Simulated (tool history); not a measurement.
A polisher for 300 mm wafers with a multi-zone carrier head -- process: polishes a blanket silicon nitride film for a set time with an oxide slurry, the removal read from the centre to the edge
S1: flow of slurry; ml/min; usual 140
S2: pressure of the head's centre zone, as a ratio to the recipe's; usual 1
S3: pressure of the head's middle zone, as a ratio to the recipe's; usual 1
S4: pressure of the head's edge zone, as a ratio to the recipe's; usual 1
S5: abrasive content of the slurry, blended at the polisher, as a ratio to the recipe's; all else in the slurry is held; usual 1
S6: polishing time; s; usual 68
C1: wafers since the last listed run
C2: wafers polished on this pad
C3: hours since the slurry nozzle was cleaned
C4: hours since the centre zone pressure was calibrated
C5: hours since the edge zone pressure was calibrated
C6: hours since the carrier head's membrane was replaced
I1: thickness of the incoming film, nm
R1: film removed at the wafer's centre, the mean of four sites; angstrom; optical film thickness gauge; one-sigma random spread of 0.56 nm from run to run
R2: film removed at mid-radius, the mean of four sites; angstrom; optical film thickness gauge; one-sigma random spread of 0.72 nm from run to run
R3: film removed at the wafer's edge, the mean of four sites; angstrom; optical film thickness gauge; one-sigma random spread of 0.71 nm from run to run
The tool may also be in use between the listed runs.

| run | hour | S1 | S2 | S3 | S4 | S5 | S6 | C1 | C2 | C3 | C4 | C5 | C6 | I1 | R1 | R2 | R3 |
|---|---|---|---|---|---|---|---|---|---|---|---|---|---|---|---|---|---|
| 1 | 0 | 140 | 1 | 1 | 1 | 1 | 68 | 0 | 123 | 786.2 | 1240.9 | 323.4 | 1577.5 | 300.3 | 520 | 511 | 525 |
| 2 | 11.8 | 140 | 1 | 1 | 1 | 1 | 68 | 109 | 232 | 798 | 1252.7 | 335.2 | 1589.3 | 303.4 | 516 | 503 | 524 |
| 3 | 24.7 | 140 | 1 | 1 | 1 | 1 | 68 | 119 | 351 | 810.9 | 1265.6 | 348.1 | 1602.2 | 297.9 | 525 | 519 | 525 |
| 4 | 37.4 | 140 | 1 | 1 | 1 | 1 | 68 | 117 | 469 | 823.6 | 1278.3 | 360.8 | 1614.9 | 301.4 | 516 | 514 | 520 |
| 5 | 51.3 | 140 | 1 | 1 | 1 | 1 | 68 | 128 | 597 | 837.5 | 1292.2 | 374.7 | 1628.8 | 301 | 508 | 509 | 508 |
| 6 | 64.9 | 140 | 1 | 1 | 1 | 1 | 68 | 125 | 723 | 851.1 | 1305.8 | 388.3 | 1642.4 | 299.1 | 516 | 521 | 520 |
| 7 | 73.1 | 140 | 1 | 1 | 1 | 1 | 68 | 75 | 799 | 859.3 | 1314 | 396.5 | 1650.6 | 301.7 | 516 | 509 | 530 |
|  | 79.4 | slurry nozzle cleaned |
|  | 84 | edge zone pressure recalibrated |
| 8 | 84.5 | 140 | 1 | 1 | 1 | 1 | 68 | 77 | 877 | 5.1 | 1325.4 | 0.5 | 1662 | 299.7 | 435 | 439 | 470 |
| 9 | 97.8 | 110 | 1 | 0.93 | 1 | 1.25 | 68 | 123 | 1000 | 18.4 | 1338.7 | 13.8 | 1675.3 | 300.8 | 409 | 403 | 481 |
|  | 114.4 | slurry nozzle cleaned, repeated, since the last time left the tool worse |
|  | 115.9 | carrier head's membrane replaced by a new one |
|  | 118.4 | centre zone pressure recalibrated |
| 10 | 118.9 | 140 | 1 | 1 | 1 | 1.3 | 68 | 154 | 1154 | 4.5 | 0.5 | 34.9 | 3 | 304.1 | 628 | 626 | 625 |
| 11 | 127.9 | 140 | 1 | 1 | 1 | 1 | 78 | 83 | 1237 | 13.5 | 9.5 | 43.9 | 12 | 296.2 | 639 | 642 | 626 |
|  | 132.1 | worn pad replaced by a new one |
| 12 | 136.3 | 110 | 1 | 1 | 1 | 1 | 68 | 40 | 38 | 21.9 | 17.9 | 52.3 | 20.4 | 302.7 | 520 | 515 | 522 |
| 13 | 144.4 | 140 | 1 | 1 | 1 | 1 | 68 | 74 | 113 | 30 | 26 | 60.4 | 28.5 | 305.8 | 561 | 551 | 549 |
| 14 | 161.2 | 140 | 0.91 | 1 | 1 | 0.7 | 68 | 155 | 269 | 46.8 | 42.8 | 77.2 | 45.3 | 297.6 | 422 | 447 | 447 |
| 15 | 168.5 | 140 | 1 | 1 | 1 | 1 | 68 | 67 | 336 | 54.1 | 50.1 | 84.5 | 52.6 | 298.9 | 551 | 537 | 552 |
| 16 | 186.3 | 140 | 1 | 1 | 1 | 1 | 68 | 164 | 501 | 71.9 | 67.9 | 102.3 | 70.4 | 297.4 | 556 | 538 | 545 |

What if the next run were any one of these 5? Each begins from the tool's condition after run 16:
| A | 186.7 | 140 | 1 | 1 | 1 | 1 | 68 | 3 | 505 | 72.3 | 68.3 | 102.7 | 70.8 | 297.7 | ? | ? | ? |
| B | 186.7 | 140 | 1.06 | 1 | 1 | 1 | 68 | 3 | 505 | 72.3 | 68.3 | 102.7 | 70.8 | 297.7 | ? | ? | ? |
| C | 186.7 | 140 | 1 | 1 | 1 | 0.85 | 68 | 3 | 505 | 72.3 | 68.3 | 102.7 | 70.8 | 297.7 | ? | ? | ? |
| D | 186.7 | 175 | 1 | 0.89 | 1 | 1 | 68 | 3 | 505 | 72.3 | 68.3 | 102.7 | 70.8 | 297.7 | ? | ? | ? |
| E | 186.7 | 140 | 1.11 | 0.92 | 0.89 | 1 | 61 | 3 | 505 | 72.3 | 68.3 | 102.7 | 70.8 | 297.7 | ? | ? | ? |

| run | R1 | R2 | R3 |
|---|---|---|---|
| A | 558 | 544 | 545 |
| B | 590 | 544 | 545 |
| C | 510 | 497 | 498 |
| D | 589 | 531 | 565 |
| E | 554 | 463 | 466 |
Without the tool's unlogged condition, the same runs would have read:
| run | R1 | R2 | R3 |
|---|---|---|---|
| A | 574 | 558 | 555 |
| B | 607 | 557 | 555 |
| C | 525 | 510 | 507 |
| D | 603 | 542 | 573 |
| E | 569 | 475 | 475 |
